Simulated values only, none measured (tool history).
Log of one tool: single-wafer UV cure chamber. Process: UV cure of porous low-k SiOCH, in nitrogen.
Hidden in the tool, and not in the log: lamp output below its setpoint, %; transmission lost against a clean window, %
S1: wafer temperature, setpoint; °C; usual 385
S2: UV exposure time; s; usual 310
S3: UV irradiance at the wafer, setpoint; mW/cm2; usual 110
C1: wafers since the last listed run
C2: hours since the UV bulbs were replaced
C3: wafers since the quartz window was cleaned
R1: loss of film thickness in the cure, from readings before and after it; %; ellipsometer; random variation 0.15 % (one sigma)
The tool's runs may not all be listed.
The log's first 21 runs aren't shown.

Run 22, hour 1094.4: usual settings but S1 396 °C; C1 744; C2 1169.6; C3 1640. Result: R1 12.912 %.
Run 23, hour 1164: usual settings but S1 376 °C, S2 475 s, S3 122 mW/cm2; C1 721; C2 1239.2; C3 2362. Result: R1 14.922 %.
Run 24, hour 1202.5: usual settings; C1 399; C2 1277.7; C3 2761. Result: R1 12.677 %.
Run 25, hour 1229.6: usual settings but S1 370 °C, S2 395 s; C1 280; C2 1304.8; C3 3042. Result: R1 13.253 %.
At hour 1239.5: UV bulbs replaced.
Run 26, hour 1261.3: usual settings but S2 395 s, S3 132 mW/cm2; C1 245; C2 21.8; C3 3287. Result: R1 15.735 %.
At hour 1273: quartz window cleaned.
Run 27, hour 1299.6: usual settings but S1 375 °C, S2 445 s; C1 314; C2 60.1; C3 275. Result: R1 15.247 %.
Run 28, hour 1332.3: usual settings but S1 366 °C, S2 250 s; C1 339; C2 92.8; C3 614. Result: R1 11.954 %.
Run 29, hour 1378: usual settings but S2 450 s; C1 473; C2 138.5; C3 1088. Result: R1 15.241 %.
Run 30, hour 1411.9: usual settings; C1 351; C2 172.4; C3 1439. Result: R1 13.233 %.
Run 31, hour 1437.7: usual settings but S1 371 °C, S2 440 s; C1 267; C2 198.2; C3 1707. Result: R1 14.982 %.
Run 32, hour 1491.4: usual settings but S1 403 °C; C1 556; C2 251.9; C3 2264. Result: R1 13.773 %.
At hour 1562.1: quartz window cleaned.
Run 33, hour 1567.3: usual settings; C1 703; C2 327.8; C3 53. Result: R1 13.073 %.
Run 34, hour 1591.6: usual settings but S1 374 °C, S3 73 mW/cm2; C1 251; C2 352.1; C3 305. Result: R1 11.041 %.
Run 35, hour 1649.8: usual settings; C1 603; C2 410.3; C3 909. Result: R1 13.379 %.
Run 36, hour 1675.4: usual settings but S1 379 °C, S2 265 s; C1 265; C2 435.9; C3 1174. Result: R1 12.408 %.

3 ways to go on from here, each from the tool as it stands after run 36. What would each give?
Run A, hour 1675.8: usual settings; C1 4; C2 436.3; C3 1178. Result: R1 ?.
Run B, hour 1675.8: usual settings but S2 260 s, S3 75 mW/cm2; C1 4; C2 436.3; C3 1178. Result: R1 ?.
Run C, hour 1675.8: usual settings but S1 373 °C, S2 495 s, S3 71 mW/cm2; C1 4; C2 436.3; C3 1178. Result: R1 ?.

run      R1
  A  13.019
  B  10.433
  C  12.929
Without the tool's hidden state the same runs would have given:
run      R1
  A  13.429
  B  10.821
  C  13.338
